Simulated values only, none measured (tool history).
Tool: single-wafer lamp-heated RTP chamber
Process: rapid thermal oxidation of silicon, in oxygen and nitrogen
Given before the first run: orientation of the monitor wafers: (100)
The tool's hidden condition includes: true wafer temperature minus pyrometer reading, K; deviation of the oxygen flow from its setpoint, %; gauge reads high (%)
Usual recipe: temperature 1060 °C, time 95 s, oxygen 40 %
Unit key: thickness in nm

run	hour	temperature	time	oxygen	wafers since the last listed run	wafers since the last pyrometer calibration	hours since the oxygen flow controller was replaced	hours since the gauge calibration	read-back reference wafer on the same gauge, thickness	thickness
1	0.0	1039	95	25	0	3951	2690.4	11.7	10.183	6.586
2	14.6	1060	95	25	81	4032	2705.0	26.3	10.183	7.563
3	24.9	1060	95	25	57	4090	2715.3	36.6	10.190	7.552
4	32.0	1060	95	25	39	4130	2722.4	43.7	10.177	7.553
5	38.8	1060	95	40	38	4168	2729.2	50.5	10.177	8.941
6	49.5	1060	95	40	59	4227	2739.9	61.2	10.181	8.907
7	60.1	1060	95	40	59	4287	2750.5	71.8	10.178	8.925
8	72.6	1060	95	64	69	4357	2763.0	84.3	10.175	10.560
9	81.6	1060	95	64	50	4407	2772.0	93.3	10.178	10.575
10	94.1	1060	95	40	69	4477	2784.5	105.8	10.175	8.950
11	108.2	1069	134	52	78	4556	2798.6	119.9	10.180	12.200
# hour 109.7: gauge calibrated
12	119.6	1060	95	40	63	4620	2810.0	9.9	10.175	8.954

For run 13, what comes out?
13	131.4	1060	95	31	66	4686	2821.8	21.7	?	?

{"run 13": {"read-back reference wafer on the same gauge, thickness": 10.181, "thickness": 8.16}}
Were there no unlogged condition in the tool, this run, its random variation unchanged, would have produced thickness 7.902 nm.
